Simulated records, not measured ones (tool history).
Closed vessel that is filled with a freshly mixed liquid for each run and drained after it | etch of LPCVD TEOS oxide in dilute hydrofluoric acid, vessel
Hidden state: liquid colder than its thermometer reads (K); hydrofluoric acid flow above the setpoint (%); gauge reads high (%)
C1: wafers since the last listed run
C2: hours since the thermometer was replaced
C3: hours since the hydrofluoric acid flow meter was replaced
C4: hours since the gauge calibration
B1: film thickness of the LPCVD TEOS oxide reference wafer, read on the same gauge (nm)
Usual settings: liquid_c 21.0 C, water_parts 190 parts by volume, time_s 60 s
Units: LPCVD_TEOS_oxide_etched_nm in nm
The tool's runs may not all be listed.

{"run": 1, "day": 0.0, "liquid_c": 21.0, "water_parts": 190, "time_s": 60, "C1": 0, "C2": 1720.4, "C3": 559.4, "C4": 236.7, "B1": 30.0, "LPCVD_TEOS_oxide_etched_nm": 11.07}
{"run": 2, "day": 1.321, "liquid_c": 21.0, "water_parts": 190, "time_s": 60, "C1": 4587, "C2": 1752.1, "C3": 591.1, "C4": 268.4, "B1": 30.0, "LPCVD_TEOS_oxide_etched_nm": 11.02}
{"run": 3, "day": 1.908, "liquid_c": 21.0, "water_parts": 190, "time_s": 60, "C1": 2040, "C2": 1766.2, "C3": 605.2, "C4": 282.5, "B1": 30.0, "LPCVD_TEOS_oxide_etched_nm": 11.06}
{"run": 4, "day": 3.279, "liquid_c": 21.0, "water_parts": 190, "time_s": 60, "C1": 4760, "C2": 1799.1, "C3": 638.1, "C4": 315.4, "B1": 29.98, "LPCVD_TEOS_oxide_etched_nm": 11.09}
{"run": 5, "day": 4.733, "liquid_c": 21.0, "water_parts": 190, "time_s": 60, "C1": 5050, "C2": 1834.0, "C3": 673.0, "C4": 350.3, "B1": 30.01, "LPCVD_TEOS_oxide_etched_nm": 11.2}
{"run": 6, "day": 5.288, "liquid_c": 21.0, "water_parts": 190, "time_s": 60, "C1": 1924, "C2": 1847.3, "C3": 686.3, "C4": 363.6, "B1": 30.0, "LPCVD_TEOS_oxide_etched_nm": 11.19}
{"run": 7, "day": 6.788, "liquid_c": 21.0, "water_parts": 190, "time_s": 60, "C1": 5209, "C2": 1883.3, "C3": 722.3, "C4": 399.6, "B1": 30.01, "LPCVD_TEOS_oxide_etched_nm": 11.17}
{"day": 7.471, "done": "gauge calibrated"}
{"run": 8, "day": 7.862, "liquid_c": 17.0, "water_parts": 190, "time_s": 60, "C1": 3733, "C2": 1909.1, "C3": 748.1, "C4": 9.4, "B1": 30.0, "LPCVD_TEOS_oxide_etched_nm": 9.5}
{"run": 9, "day": 9.012, "liquid_c": 21.0, "water_parts": 190, "time_s": 60, "C1": 3993, "C2": 1936.7, "C3": 775.7, "C4": 37.0, "B1": 30.0, "LPCVD_TEOS_oxide_etched_nm": 11.41}
{"day": 9.6, "done": "hydrofluoric acid flow meter replaced"}
{"run": 10, "day": 9.908, "liquid_c": 21.0, "water_parts": 160, "time_s": 60, "C1": 2966, "C2": 1958.2, "C3": 7.4, "C4": 58.5, "B1": 30.02, "LPCVD_TEOS_oxide_etched_nm": 14.99}
{"day": 9.954, "done": "thermometer replaced"}
{"run": 11, "day": 11.283, "liquid_c": 21.0, "water_parts": 125, "time_s": 35, "C1": 4630, "C2": 31.9, "C3": 40.4, "C4": 91.5, "B1": 30.03, "LPCVD_TEOS_oxide_etched_nm": 11.6}
{"day": 12.25, "done": "hydrofluoric acid flow meter replaced, repeated, since the last time left the tool worse"}
{"run": 12, "day": 12.383, "liquid_c": 21.0, "water_parts": 280, "time_s": 60, "C1": 3675, "C2": 58.3, "C3": 3.2, "C4": 117.9, "B1": 30.0, "LPCVD_TEOS_oxide_etched_nm": 6.55}
{"run": 13, "day": 13.725, "liquid_c": 17.0, "water_parts": 190, "time_s": 40, "C1": 4659, "C2": 90.5, "C3": 35.4, "C4": 150.1, "B1": 29.99, "LPCVD_TEOS_oxide_etched_nm": 6.08}
{"run": 14, "day": 14.546, "liquid_c": 25.5, "water_parts": 140, "time_s": 30, "C1": 2850, "C2": 110.2, "C3": 55.1, "C4": 169.8, "B1": 29.98, "LPCVD_TEOS_oxide_etched_nm": 8.91}
{"run": 15, "day": 15.15, "liquid_c": 21.0, "water_parts": 100, "time_s": 60, "C1": 2098, "C2": 124.7, "C3": 69.6, "C4": 184.3, "B1": 29.96, "LPCVD_TEOS_oxide_etched_nm": 22.33}

Forecast each of these 4 alternatives for the next run:
{"run": "A", "day": 15.179, "liquid_c": 21.0, "water_parts": 190, "time_s": 60, "C1": 101, "C2": 125.4, "C3": 70.3, "C4": 185.0, "B1": "?", "LPCVD_TEOS_oxide_etched_nm": "?"}
{"run": "B", "day": 15.179, "liquid_c": 17.5, "water_parts": 190, "time_s": 80, "C1": 101, "C2": 125.4, "C3": 70.3, "C4": 185.0, "B1": "?", "LPCVD_TEOS_oxide_etched_nm": "?"}
{"run": "C", "day": 15.179, "liquid_c": 17.0, "water_parts": 115, "time_s": 45, "C1": 101, "C2": 125.4, "C3": 70.3, "C4": 185.0, "B1": "?", "LPCVD_TEOS_oxide_etched_nm": "?"}
{"run": "D", "day": 15.179, "liquid_c": 21.0, "water_parts": 125, "time_s": 90, "C1": 101, "C2": 125.4, "C3": 70.3, "C4": 185.0, "B1": "?", "LPCVD_TEOS_oxide_etched_nm": "?"}

run=A B1=29.98 LPCVD_TEOS_oxide_etched_nm=10.60
run=B B1=29.98 LPCVD_TEOS_oxide_etched_nm=12.32
run=C B1=29.98 LPCVD_TEOS_oxide_etched_nm=12.05
run=D B1=29.98 LPCVD_TEOS_oxide_etched_nm=25.85
Without the tool's hidden state the same runs would have given:
run=A LPCVD_TEOS_oxide_etched_nm=10.32
run=B LPCVD_TEOS_oxide_etched_nm=12.00
run=C LPCVD_TEOS_oxide_etched_nm=11.76
run=D LPCVD_TEOS_oxide_etched_nm=25.21
